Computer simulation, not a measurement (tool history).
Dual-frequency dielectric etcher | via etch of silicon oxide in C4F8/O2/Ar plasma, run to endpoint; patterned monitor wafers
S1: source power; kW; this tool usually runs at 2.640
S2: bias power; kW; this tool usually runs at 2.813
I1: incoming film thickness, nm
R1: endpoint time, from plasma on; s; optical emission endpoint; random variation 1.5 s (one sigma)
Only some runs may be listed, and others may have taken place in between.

run,hour,S1,S2,I1,R1
1,0.0,2.640,2.813,1077.4,158.0
2,105.5,2.640,2.813,1092.9,155.6
3,157.2,2.640,2.813,1095.0,157.7
# hour 245.1: wet clean of the chamber
4,258.7,2.640,2.813,1087.3,165.4
5,341.4,2.640,2.813,1078.0,160.7
6,386.9,2.640,2.813,1088.5,165.7
7,490.5,2.640,2.813,1074.4,156.6
# hour 506.0: bias power generator calibrated
# hour 570.0: source power generator calibrated
8,593.1,2.640,2.813,1075.3,157.2
9,632.5,2.640,2.813,1081.6,155.0
10,682.9,2.640,2.441,1081.9,165.4
# hour 708.5: wet clean of the chamber
11,729.7,3.200,2.309,1093.8,167.5
12,782.6,1.990,3.285,1085.0,168.8
13,877.0,2.640,2.813,1083.4,159.8
# hour 930.7: upper electrode replaced
14,958.0,2.640,3.364,1071.8,146.7
15,1041.1,2.640,2.813,1079.6,159.1
16,1112.7,2.640,3.246,1091.6,148.9
# hour 1193.4: wet clean of the chamber
17,1193.9,2.820,2.143,1083.5,179.6
18,1218.8,3.210,2.268,1080.4,165.4
19,1299.9,2.640,2.813,1082.9,160.4
20,1399.3,2.920,2.449,1068.7,160.9

Here are 5 independent what-if runs from the current tool condition. What would each one return?
A,1399.8,3.120,2.813,1080.4,?
B,1399.8,2.640,2.179,1080.4,?
C,1399.8,3.250,3.497,1080.4,?
D,1399.8,2.030,2.177,1080.4,?
E,1399.8,3.300,2.369,1080.4,?

run,R1
A,148.9
B,177.4
C,134.0
D,196.4
E,156.8
The same runs, with their run-to-run variation unchanged, on a tool lacking any hidden condition would have given:
run,R1
A,152.4
B,181.5
C,137.1
D,201.0
E,160.4

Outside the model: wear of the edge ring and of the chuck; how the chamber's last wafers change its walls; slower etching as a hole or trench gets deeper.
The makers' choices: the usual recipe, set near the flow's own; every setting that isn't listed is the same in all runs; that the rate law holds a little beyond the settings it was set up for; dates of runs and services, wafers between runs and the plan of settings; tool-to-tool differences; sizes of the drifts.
